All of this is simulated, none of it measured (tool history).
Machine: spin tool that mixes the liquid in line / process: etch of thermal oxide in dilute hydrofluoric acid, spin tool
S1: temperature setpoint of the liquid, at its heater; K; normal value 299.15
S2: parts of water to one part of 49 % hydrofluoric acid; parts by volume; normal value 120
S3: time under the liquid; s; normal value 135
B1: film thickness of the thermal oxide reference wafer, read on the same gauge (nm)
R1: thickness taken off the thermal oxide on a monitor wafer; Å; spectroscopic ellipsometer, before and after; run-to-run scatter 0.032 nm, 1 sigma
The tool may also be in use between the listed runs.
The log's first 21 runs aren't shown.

run,hour,S1,S2,S3,B1,R1
22,549.7,301.65,165,135,90.02,40.1
23,575.1,299.15,120,135,90,52.8
24,593.2,297.65,100,165,89.97,75.2
25,615.9,297.65,90,180,90.01,91.8
26,649.1,299.15,160,135,89.98,37.9
27,725.5,301.65,70,165,90.01,130.1
28,749.6,301.65,95,135,89.99,75.9
29,762.1,299.15,120,135,90,52.6
30,796,299.15,120,135,90.02,52.3

Forecast each of these 3 alternatives for the next run:
A,796.5,299.15,70,135,?,?
B,796.5,300.65,170,65,?,?
C,796.5,299.15,75,135,?,?

run,B1,R1
A,90,95.4
B,90,17.6
C,90,88.4
With no hidden state in the tool, these same runs would have given:
run,R1
A,97
B,17.9
C,89.9

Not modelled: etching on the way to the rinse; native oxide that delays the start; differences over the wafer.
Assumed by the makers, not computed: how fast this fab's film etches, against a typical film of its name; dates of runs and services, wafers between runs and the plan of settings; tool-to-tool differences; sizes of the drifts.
